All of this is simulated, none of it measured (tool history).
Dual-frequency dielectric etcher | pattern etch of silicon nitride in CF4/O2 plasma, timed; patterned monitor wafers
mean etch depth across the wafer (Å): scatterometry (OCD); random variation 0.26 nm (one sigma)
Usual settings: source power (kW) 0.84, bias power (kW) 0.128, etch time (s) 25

run     day  source power (kW)  bias power (kW)  etch time (s)  read-back reference wafer on the same gauge, depth_nm  mean etch depth across the wafer (Å)
  1       0               0.84            0.107             22                                                   80.7                                   689
  2   1.742               0.84            0.105             25                                                   80.6                                   779
  3       3               0.84            0.105             25                                                   80.6                                   776
  4   4.408                0.7            0.128           21.5                                                   80.6                                   587
  5   5.679                0.7            0.128           21.5                                                   80.6                                   589
  6   8.375               0.84            0.128             25                                                   80.6                                   815
  7   9.621               0.84            0.128             25                                                   80.6                                   811
     10.754  -- wet clean of the chamber
  8  10.871               0.84            0.128             25                                                   80.5                                   817
  9  12.229               0.65            0.157             25                                                   80.6                                   671
 10  13.325               0.84            0.115             25                                                   80.6                                   790
     14.088  -- source power generator calibrated
     15.346  -- upper electrode replaced
 11  16.279               0.78            0.152             30                                                   80.5                                   957
 12  18.954               0.84            0.128           19.5                                                   80.6                                   633
 13  19.975               0.66            0.156           29.5                                                   80.6                                   801
 14    21.5               0.84            0.143             25                                                   80.6                                   844
 15  24.167               0.84            0.128             25                                                   80.7                                   814
 16  25.896               0.84            0.141           18.5                                                   80.5                                   617
     28.788  -- gauge calibrated
     28.804  -- bias power generator calibrated
 17  33.021               0.84            0.128             25                                                   80.7                                   816
     34.321  -- wet clean of the chamber
 18  35.642               0.67            0.128             25                                                   80.7                                   656
 19  36.867               0.84            0.149             25                                                   80.6                                   849
 20  38.788               0.91             0.14           28.5                                                   80.5                                  1026
 21  39.988               0.84            0.128             25                                                   80.6                                   818
 22  41.246               0.99            0.128             25                                                   80.6                                   949
 23  44.175               0.84            0.128             25                                                   80.6                                   822
 24  46.742               0.84            0.128             25                                                   80.7                                   812
 25  49.492               0.75            0.115             25                                                   80.6                                   714
 26  51.121               0.84            0.098           19.5                                                   80.6                                   595
 27  53.117               0.84            0.128             25                                                   80.5                                   816
 28  55.092               0.91            0.128           30.5                                                   80.6                                  1079
 29  56.696               0.71            0.128             25                                                   80.7                                   694

What the log doesn't show, run by run:
etch rate over this chamber's usual, %: 0 in every run
source power that arrives over what is set, %: 0 in every run
bias power that arrives over what is set, %: 0 in every run
gauge reads high (%): 0 in every run
